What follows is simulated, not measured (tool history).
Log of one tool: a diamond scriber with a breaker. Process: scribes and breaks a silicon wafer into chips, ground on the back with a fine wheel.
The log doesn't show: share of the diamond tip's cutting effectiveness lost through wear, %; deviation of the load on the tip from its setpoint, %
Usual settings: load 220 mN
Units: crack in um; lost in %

| run | hour | load | wafers since the last listed run | hours since the diamond tip was replaced | hours since the load on the tip was calibrated | incoming depth of the damage left on the back of the incoming wafer, um | crack | lost |
|---|---|---|---|---|---|---|---|---|
| 1 | 0.0 | 182 | 0 | 207.1 | 449.2 | 2.54 | 8.93 | 2.64 |
| 2 | 56.7 | 220 | 143 | 263.8 | 505.9 | 2.42 | 10.02 | 1.95 |
| 3 | 116.2 | 260 | 151 | 323.3 | 565.4 | 2.03 | 10.56 | 2.26 |
| 4 | 156.5 | 260 | 102 | 363.6 | 605.7 | 2.57 | 10.67 | 2.70 |
| 5 | 185.5 | 272 | 73 | 392.6 | 634.7 | 2.35 | 11.17 | 2.92 |
| 6 | 211.5 | 220 | 66 | 418.6 | 660.7 | 2.83 | 9.93 | 2.58 |
| 7 | 236.0 | 220 | 62 | 443.1 | 685.2 | 2.41 | 9.81 | 1.99 |
| 8 | 277.6 | 220 | 105 | 484.7 | 726.8 | 2.71 | 9.90 | 2.48 |
|  | 313.6 | diamond tip replaced by a new one |
| 9 | 316.8 | 220 | 94 | 3.2 | 766.0 | 2.20 | 10.13 | 1.62 |
| 10 | 366.4 | 220 | 125 | 52.8 | 815.6 | 1.87 | 10.19 | 1.48 |
| 11 | 419.4 | 220 | 134 | 105.8 | 868.6 | 2.32 | 10.10 | 2.10 |
| 12 | 454.8 | 220 | 89 | 141.2 | 904.0 | 2.07 | 10.29 | 1.87 |
|  | 483.3 | load on the tip recalibrated |
| 13 | 512.0 | 220 | 140 | 198.4 | 28.7 | 2.87 | 9.56 | 2.86 |
| 14 | 538.2 | 220 | 66 | 224.6 | 54.9 | 2.90 | 9.53 | 2.95 |
| 15 | 571.6 | 220 | 84 | 258.0 | 88.3 | 1.96 | 9.70 | 1.43 |
| 16 | 598.4 | 220 | 68 | 284.8 | 115.1 | 1.76 | 9.71 | 1.31 |
| 17 | 626.8 | 220 | 72 | 313.2 | 143.5 | 2.62 | 9.75 | 2.29 |
| 18 | 661.3 | 220 | 87 | 347.7 | 178.0 | 1.79 | 9.82 | 1.24 |
| 19 | 702.2 | 251 | 103 | 388.6 | 218.9 | 2.96 | 10.11 | 2.73 |
| 20 | 745.4 | 220 | 109 | 431.8 | 262.1 | 2.21 | 9.83 | 1.74 |
| 21 | 775.4 | 192 | 76 | 461.8 | 292.1 | 2.18 | 9.28 | 2.00 |
| 22 | 814.7 | 238 | 99 | 501.1 | 331.4 | 2.80 | 9.82 | 2.73 |
| 23 | 864.6 | 193 | 126 | 551.0 | 381.3 | 2.47 | 9.40 | 2.58 |
|  | 876.0 | diamond tip replaced by a new one |
| 24 | 919.4 | 171 | 134 | 43.4 | 436.1 | 2.71 | 8.92 | 3.56 |
| 25 | 987.6 | 220 | 173 | 111.6 | 504.3 | 2.72 | 9.70 | 2.44 |
| 26 | 1072.6 | 282 | 215 | 196.6 | 589.3 | 2.94 | 10.85 | 3.99 |
| 27 | 1103.4 | 182 | 78 | 227.4 | 620.1 | 2.12 | 9.45 | 1.94 |
| 28 | 1149.2 | 262 | 116 | 273.2 | 665.9 | 2.85 | 10.62 | 3.04 |
| 29 | 1197.3 | 220 | 122 | 321.3 | 714.0 | 2.57 | 10.09 | 2.23 |
| 30 | 1236.2 | 283 | 98 | 360.2 | 752.9 | 2.71 | 10.97 | 4.04 |
| 31 | 1297.0 | 220 | 154 | 421.0 | 813.7 | 2.87 | 10.13 | 2.49 |
| 32 | 1366.9 | 239 | 177 | 490.9 | 883.6 | 2.66 | 10.43 | 2.67 |
|  | 1414.1 | load on the tip recalibrated |
| 33 | 1415.6 | 220 | 118 | 539.6 | 1.5 | 2.86 | 9.46 | 2.78 |
| 34 | 1455.1 | 190 | 100 | 579.1 | 41.0 | 2.28 | 9.24 | 2.16 |
| 35 | 1487.8 | 220 | 83 | 611.8 | 73.7 | 2.33 | 9.95 | 1.72 |
| 36 | 1512.0 | 220 | 61 | 636.0 | 97.9 | 2.34 | 9.54 | 1.94 |
|  | 1529.8 | diamond tip replaced by a new one |
| 37 | 1579.6 | 160 | 166 | 49.8 | 165.5 | 2.50 | 8.50 | 3.73 |
| 38 | 1611.1 | 183 | 79 | 81.3 | 197.0 | 2.28 | 9.18 | 2.50 |
| 39 | 1667.7 | 285 | 143 | 137.9 | 253.6 | 2.81 | 10.69 | 3.37 |
| 40 | 1731.2 | 266 | 161 | 201.4 | 317.1 | 1.70 | 10.95 | 1.90 |
| 41 | 1802.5 | 168 | 181 | 272.7 | 388.4 | 1.79 | 8.58 | 2.18 |
| 42 | 1870.4 | 220 | 172 | 340.6 | 456.3 | 1.70 | 9.86 | 1.19 |

3 ways to go on from here, each from the tool as it stands after run 42. What would each give?
| A | 1871.0 | 220 | 1 | 341.2 | 456.9 | 1.85 | ? | ? |
| B | 1871.0 | 170 | 1 | 341.2 | 456.9 | 1.85 | ? | ? |
| C | 1871.0 | 159 | 1 | 341.2 | 456.9 | 1.85 | ? | ? |

| run | crack | lost |
|---|---|---|
| A | 9.42 | 1.42 |
| B | 8.52 | 2.21 |
| C | 8.32 | 2.69 |
Without the tool's hidden state the same runs would have given:
| run | crack | lost |
|---|---|---|
| A | 9.25 | 1.42 |
| B | 8.37 | 2.56 |
| C | 8.16 | 3.13 |

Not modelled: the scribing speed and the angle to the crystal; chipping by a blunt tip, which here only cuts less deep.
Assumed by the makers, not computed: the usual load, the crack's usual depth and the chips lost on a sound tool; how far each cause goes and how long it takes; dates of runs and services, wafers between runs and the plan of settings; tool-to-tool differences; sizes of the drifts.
